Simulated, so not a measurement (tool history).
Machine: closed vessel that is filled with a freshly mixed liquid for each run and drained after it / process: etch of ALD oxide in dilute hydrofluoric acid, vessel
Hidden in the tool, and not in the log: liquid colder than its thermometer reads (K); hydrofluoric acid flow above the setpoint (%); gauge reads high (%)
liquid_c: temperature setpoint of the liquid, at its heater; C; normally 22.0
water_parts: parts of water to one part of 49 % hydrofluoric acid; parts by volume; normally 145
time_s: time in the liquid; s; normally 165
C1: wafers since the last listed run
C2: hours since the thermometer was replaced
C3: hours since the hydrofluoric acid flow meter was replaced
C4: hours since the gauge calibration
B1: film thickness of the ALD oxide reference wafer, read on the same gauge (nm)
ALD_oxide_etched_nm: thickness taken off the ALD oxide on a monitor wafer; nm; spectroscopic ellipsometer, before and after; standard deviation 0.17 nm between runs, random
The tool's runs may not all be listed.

run 1 hour=0.0 | liquid_c=22.0 water_parts=180 time_s=165 | C1=0 C2=304.5 C3=418.8 C4=200.7 | B1=109.98 | ALD_oxide_etched_nm=13.34
run 2 hour=65.0 | liquid_c=22.0 water_parts=180 time_s=165 | C1=8419 C2=369.5 C3=483.8 C4=265.7 | B1=110.02 | ALD_oxide_etched_nm=13.14
run 3 hour=122.1 | liquid_c=22.0 water_parts=170 time_s=140 | C1=7396 C2=426.6 C3=540.9 C4=322.8 | B1=109.99 | ALD_oxide_etched_nm=12.07
run 4 hour=193.0 | liquid_c=22.0 water_parts=170 time_s=140 | C1=9184 C2=497.5 C3=611.8 C4=393.7 | B1=109.99 | ALD_oxide_etched_nm=12.02
run 5 hour=228.9 | liquid_c=22.0 water_parts=170 time_s=140 | C1=4650 C2=533.4 C3=647.7 C4=429.6 | B1=109.97 | ALD_oxide_etched_nm=11.86
run 6 hour=295.6 | liquid_c=22.0 water_parts=145 time_s=215 | C1=8640 C2=600.1 C3=714.4 C4=496.3 | B1=110.04 | ALD_oxide_etched_nm=21.46
-- hour=304.1 gauge calibrated
run 7 hour=330.7 | liquid_c=22.0 water_parts=145 time_s=215 | C1=4546 C2=635.2 C3=749.5 C4=26.6 | B1=109.98 | ALD_oxide_etched_nm=21.84
run 8 hour=362.4 | liquid_c=22.0 water_parts=145 time_s=110 | C1=4106 C2=666.9 C3=781.2 C4=58.3 | B1=109.98 | ALD_oxide_etched_nm=11.08
run 9 hour=413.2 | liquid_c=22.0 water_parts=145 time_s=165 | C1=6580 C2=717.7 C3=832.0 C4=109.1 | B1=110.01 | ALD_oxide_etched_nm=16.43
run 10 hour=444.2 | liquid_c=23.5 water_parts=180 time_s=105 | C1=4015 C2=748.7 C3=863.0 C4=140.1 | B1=109.99 | ALD_oxide_etched_nm=8.52
run 11 hour=476.1 | liquid_c=19.0 water_parts=185 time_s=205 | C1=4132 C2=780.6 C3=894.9 C4=172.0 | B1=110.02 | ALD_oxide_etched_nm=13.70
run 12 hour=512.6 | liquid_c=22.0 water_parts=170 time_s=140 | C1=4728 C2=817.1 C3=931.4 C4=208.5 | B1=109.93 | ALD_oxide_etched_nm=11.60

Expected results for the next run?
-- hour=532.0 hydrofluoric acid flow meter replaced
run 13 hour=626.9 | liquid_c=22.0 water_parts=145 time_s=165 | C1=14676 C2=931.4 C3=94.9 C4=322.8 | B1=? | ALD_oxide_etched_nm=?

B1: 110.03
ALD_oxide_etched_nm: 16.17 nm
Without the tool's hidden state the same run would have given ALD_oxide_etched_nm 17.88 nm.
